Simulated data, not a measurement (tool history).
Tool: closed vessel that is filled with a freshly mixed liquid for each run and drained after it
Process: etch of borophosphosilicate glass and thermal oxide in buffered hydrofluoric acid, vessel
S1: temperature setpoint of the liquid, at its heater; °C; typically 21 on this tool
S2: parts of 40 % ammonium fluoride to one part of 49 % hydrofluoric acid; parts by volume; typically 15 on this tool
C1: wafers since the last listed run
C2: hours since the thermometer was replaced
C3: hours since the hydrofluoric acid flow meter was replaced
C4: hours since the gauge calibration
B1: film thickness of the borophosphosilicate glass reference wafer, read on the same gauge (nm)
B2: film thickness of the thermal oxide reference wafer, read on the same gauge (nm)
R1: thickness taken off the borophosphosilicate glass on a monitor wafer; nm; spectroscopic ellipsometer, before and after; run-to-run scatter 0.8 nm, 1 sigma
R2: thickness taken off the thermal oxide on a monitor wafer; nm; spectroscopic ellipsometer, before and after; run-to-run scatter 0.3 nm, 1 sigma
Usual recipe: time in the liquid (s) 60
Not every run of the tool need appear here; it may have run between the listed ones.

run 1 hour=0 | S1=21 S2=15 time_in_the_liquid_(s)=60 | C1=0 C2=1955.3 C3=240.4 C4=2468.8 | B1=148.55 B2=74.23 | R1=90.19 R2=45.16
run 2 hour=98.9 | S1=21 S2=15 time_in_the_liquid_(s)=60 | C1=10447 C2=2054.2 C3=339.3 C4=2567.7 | B1=148.68 B2=74.31 | R1=90.94 R2=45.73
run 3 hour=160.8 | S1=20 S2=15 time_in_the_liquid_(s)=60 | C1=6539 C2=2116.1 C3=401.2 C4=2629.6 | B1=148.72 B2=74.37 | R1=87.46 R2=43.56
run 4 hour=250.1 | S1=18 S2=15 time_in_the_liquid_(s)=50 | C1=9433 C2=2205.4 C3=490.5 C4=2718.9 | B1=148.71 B2=74.32 | R1=64.69 R2=32.26
run 5 hour=404.6 | S1=21 S2=15 time_in_the_liquid_(s)=60 | C1=16321 C2=2359.9 C3=645 C4=2873.4 | B1=148.84 B2=74.39 | R1=91.69 R2=45.26
run 6 hour=494.7 | S1=24 S2=17.5 time_in_the_liquid_(s)=90 | C1=9518 C2=2450 C3=735.1 C4=2963.5 | B1=148.85 B2=74.42 | R1=141.34 R2=69.25
-- hour=670.5 gauge calibrated
run 7 hour=787.4 | S1=17 S2=18.5 time_in_the_liquid_(s)=40 | C1=30921 C2=2742.7 C3=1027.8 C4=116.9 | B1=140.74 B2=70.41 | R1=37.1 R2=18.54
-- hour=795.3 hydrofluoric acid flow meter replaced
run 8 hour=876.2 | S1=24 S2=20.5 time_in_the_liquid_(s)=60 | C1=9275 C2=2831.5 C3=80.9 C4=205.7 | B1=141.46 B2=70.74 | R1=76.39 R2=37.41
run 9 hour=931.4 | S1=21 S2=15 time_in_the_liquid_(s)=60 | C1=5831 C2=2886.7 C3=136.1 C4=260.9 | B1=141.89 B2=70.97 | R1=86.86 R2=43.57
-- hour=956 thermometer replaced
run 10 hour=974 | S1=23.5 S2=15 time_in_the_liquid_(s)=60 | C1=4394 C2=18 C3=178.7 C4=303.5 | B1=142.08 B2=71.08 | R1=100.75 R2=49.45
run 11 hour=1076.6 | S1=21 S2=15 time_in_the_liquid_(s)=60 | C1=10838 C2=120.6 C3=281.3 C4=406.1 | B1=142.86 B2=71.4 | R1=88.12 R2=43.52
run 12 hour=1170.7 | S1=21 S2=15 time_in_the_liquid_(s)=60 | C1=9940 C2=214.7 C3=375.4 C4=500.2 | B1=143.3 B2=71.62 | R1=88.3 R2=43.5
run 13 hour=1273.4 | S1=21 S2=15 time_in_the_liquid_(s)=60 | C1=10849 C2=317.4 C3=478.1 C4=602.9 | B1=143.83 B2=71.88 | R1=89.34 R2=44.09
run 14 hour=1322.3 | S1=17 S2=10.5 time_in_the_liquid_(s)=60 | C1=5165 C2=366.3 C3=527 C4=651.8 | B1=144.11 B2=72.02 | R1=100.84 R2=50.1
run 15 hour=1425.8 | S1=21 S2=12.5 time_in_the_liquid_(s)=35 | C1=10933 C2=469.8 C3=630.5 C4=755.3 | B1=144.55 B2=72.27 | R1=61.86 R2=30.93
run 16 hour=1523 | S1=19.5 S2=15 time_in_the_liquid_(s)=60 | C1=10268 C2=567 C3=727.7 C4=852.5 | B1=144.9 B2=72.44 | R1=81.05 R2=40.81
run 17 hour=1592.8 | S1=21 S2=17.5 time_in_the_liquid_(s)=60 | C1=7373 C2=636.8 C3=797.5 C4=922.3 | B1=145.14 B2=72.56 | R1=76.53 R2=38.63
run 18 hour=1699.5 | S1=21 S2=15 time_in_the_liquid_(s)=60 | C1=11271 C2=743.5 C3=904.2 C4=1029 | B1=145.55 B2=72.79 | R1=90.56 R2=44.42
run 19 hour=1790.7 | S1=21 S2=15 time_in_the_liquid_(s)=60 | C1=9634 C2=834.7 C3=995.4 C4=1120.2 | B1=145.8 B2=72.96 | R1=88.96 R2=44.99
-- hour=1808.7 hydrofluoric acid flow meter replaced
run 20 hour=1870.6 | S1=17 S2=15 time_in_the_liquid_(s)=60 | C1=8335 C2=914.6 C3=61.9 C4=1200.1 | B1=145.98 B2=72.96 | R1=71.8 R2=35.96
run 21 hour=1908.2 | S1=21 S2=15 time_in_the_liquid_(s)=85 | C1=3972 C2=952.2 C3=99.5 C4=1237.7 | B1=146.17 B2=73.09 | R1=125.52 R2=63.82

Run 22 comes next. What will it give?
run 22 hour=2045.4 | S1=17 S2=9 time_in_the_liquid_(s)=35 | C1=14493 C2=1089.4 C3=236.7 C4=1374.9 | B1=? B2=? | R1=? R2=?

B1: 146.46
B2: 73.22
R1: 66.61 nm
R2: 33 nm
With the hidden condition absent and the run-to-run variation left alone, this run would have shown R1 63.67 nm, R2 31.54 nm.

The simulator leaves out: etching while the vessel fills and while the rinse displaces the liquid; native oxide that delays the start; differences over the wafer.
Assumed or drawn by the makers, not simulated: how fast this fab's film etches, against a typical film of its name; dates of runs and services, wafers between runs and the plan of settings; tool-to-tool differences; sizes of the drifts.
